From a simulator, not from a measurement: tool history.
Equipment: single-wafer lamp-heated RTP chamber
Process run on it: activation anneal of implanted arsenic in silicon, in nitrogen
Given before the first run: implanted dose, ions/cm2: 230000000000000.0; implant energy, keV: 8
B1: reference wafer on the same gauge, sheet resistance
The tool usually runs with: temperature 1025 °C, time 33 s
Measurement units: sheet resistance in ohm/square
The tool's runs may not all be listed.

Run 1, hour 0.0: usual settings but temperature 1032 °C; B1 352.05. Result: sheet resistance 412.62 ohm/square.
Run 2, hour 81.7: usual settings but temperature 1032 °C; B1 351.88. Result: sheet resistance 413.17 ohm/square.
Run 3, hour 143.5: usual settings; B1 352.04. Result: sheet resistance 416.47 ohm/square.
Run 4, hour 181.2: usual settings but temperature 1007 °C; B1 351.96. Result: sheet resistance 424.34 ohm/square.
At hour 209.7: reflector plate cleaned.
Run 5, hour 224.4: usual settings; B1 351.97. Result: sheet resistance 418.13 ohm/square.
Run 6, hour 317.7: usual settings; B1 351.89. Result: sheet resistance 418.41 ohm/square.
Run 7, hour 356.1: usual settings; B1 351.82. Result: sheet resistance 416.45 ohm/square.
Run 8, hour 414.5: usual settings; B1 352.11. Result: sheet resistance 414.81 ohm/square.
At hour 464.4: gauge calibrated.
At hour 511.2: pyrometer window cleaned and pyrometer calibrated.
Run 9, hour 521.7: usual settings; B1 352.24. Result: sheet resistance 417.20 ohm/square.
Run 10, hour 597.3: usual settings; B1 352.26. Result: sheet resistance 417.77 ohm/square.
Run 11, hour 782.5: usual settings but temperature 1051 °C, time 51 s; B1 351.93. Result: sheet resistance 394.13 ohm/square.
Run 12, hour 853.8: usual settings but temperature 1052 °C; B1 352.29. Result: sheet resistance 403.76 ohm/square.
At hour 1057.5: reflector plate cleaned.
Run 13, hour 1170.9: usual settings but temperature 1002 °C, time 50 s; B1 351.98. Result: sheet resistance 418.19 ohm/square.
At hour 1225.2: pyrometer window cleaned and pyrometer calibrated.
Run 14, hour 1259.0: usual settings but temperature 1009 °C, time 16 s; B1 352.20. Result: sheet resistance 435.40 ohm/square.
Run 15, hour 1297.4: usual settings; B1 352.03. Result: sheet resistance 416.91 ohm/square.
Run 16, hour 1337.6: usual settings but temperature 1014 °C, time 43 s; B1 352.01. Result: sheet resistance 416.40 ohm/square.
Run 17, hour 1376.3: usual settings but temperature 999 °C, time 17 s; B1 352.11. Result: sheet resistance 437.56 ohm/square.
Run 18, hour 1483.7: usual settings but time 27 s; B1 352.13. Result: sheet resistance 420.95 ohm/square.
Run 19, hour 1563.0: usual settings; B1 351.89. Result: sheet resistance 416.40 ohm/square.
Run 20, hour 1615.8: usual settings; B1 351.95. Result: sheet resistance 415.97 ohm/square.
Run 21, hour 1687.4: usual settings but temperature 999 °C; B1 351.80. Result: sheet resistance 424.70 ohm/square.
Run 22, hour 1745.3: usual settings but temperature 1042 °C, time 39 s; B1 352.08. Result: sheet resistance 403.17 ohm/square.
Run 23, hour 1841.4: usual settings; B1 351.78. Result: sheet resistance 414.98 ohm/square.
At hour 1862.6: reflector plate cleaned.
Run 24, hour 1898.0: usual settings but temperature 1000 °C, time 46 s; B1 351.96. Result: sheet resistance 423.05 ohm/square.
Run 25, hour 1965.1: usual settings but temperature 1014 °C, time 38 s; B1 352.29. Result: sheet resistance 418.76 ohm/square.
Run 26, hour 2038.7: usual settings but temperature 1000 °C, time 26 s; B1 351.60. Result: sheet resistance 428.23 ohm/square.
At hour 2082.3: pyrometer window cleaned and pyrometer calibrated.
Run 27, hour 2095.0: usual settings but temperature 995 °C, time 50 s; B1 351.85. Result: sheet resistance 422.62 ohm/square.
Run 28, hour 2176.5: usual settings but temperature 1016 °C, time 21 s; B1 351.94. Result: sheet resistance 428.75 ohm/square.
Run 29, hour 2240.4: usual settings but temperature 1050 °C, time 44 s; B1 352.00. Result: sheet resistance 398.44 ohm/square.
Run 30, hour 2306.4: usual settings; B1 352.16. Result: sheet resistance 416.00 ohm/square.
Run 31, hour 2363.8: usual settings but temperature 1043 °C, time 52 s; B1 352.01. Result: sheet resistance 397.99 ohm/square.
Run 32, hour 2470.2: usual settings; B1 351.95. Result: sheet resistance 416.06 ohm/square.
Run 33, hour 2565.4: usual settings; B1 351.89. Result: sheet resistance 414.99 ohm/square.
Run 34, hour 2626.4: usual settings but temperature 1017 °C; B1 351.84. Result: sheet resistance 417.17 ohm/square.
At hour 2645.4: reflector plate cleaned.
Run 35, hour 2690.9: usual settings but temperature 1039 °C, time 43 s; B1 352.02. Result: sheet resistance 405.21 ohm/square.

Each run again, without the hidden state but with its own random variation kept:
The tool's hidden condition here consists of: true wafer temperature minus pyrometer reading, K; wafer temperature error from the tarnished reflector plate, K; gauge reads high (%).
run  sheet resistance
  1            416.04
  2            416.94
  3            420.41
  4            428.23
  5            419.42
  6            421.22
  7            419.80
  8            418.93
  9            420.08
 10            420.97
 11            399.24
 12            408.75
 13            422.27
 14            436.96
 15            419.39
 16            419.25
 17            439.51
 18            424.34
 19            420.44
 20            420.32
 21            429.03
 22            409.06
 23            420.90
 24            426.49
 25            423.46
 26            433.15
 27            425.38
 28            431.39
 29            402.72
 30            419.82
 31            403.06
 32            420.77
 33            420.28
 34            422.71
 35            409.21
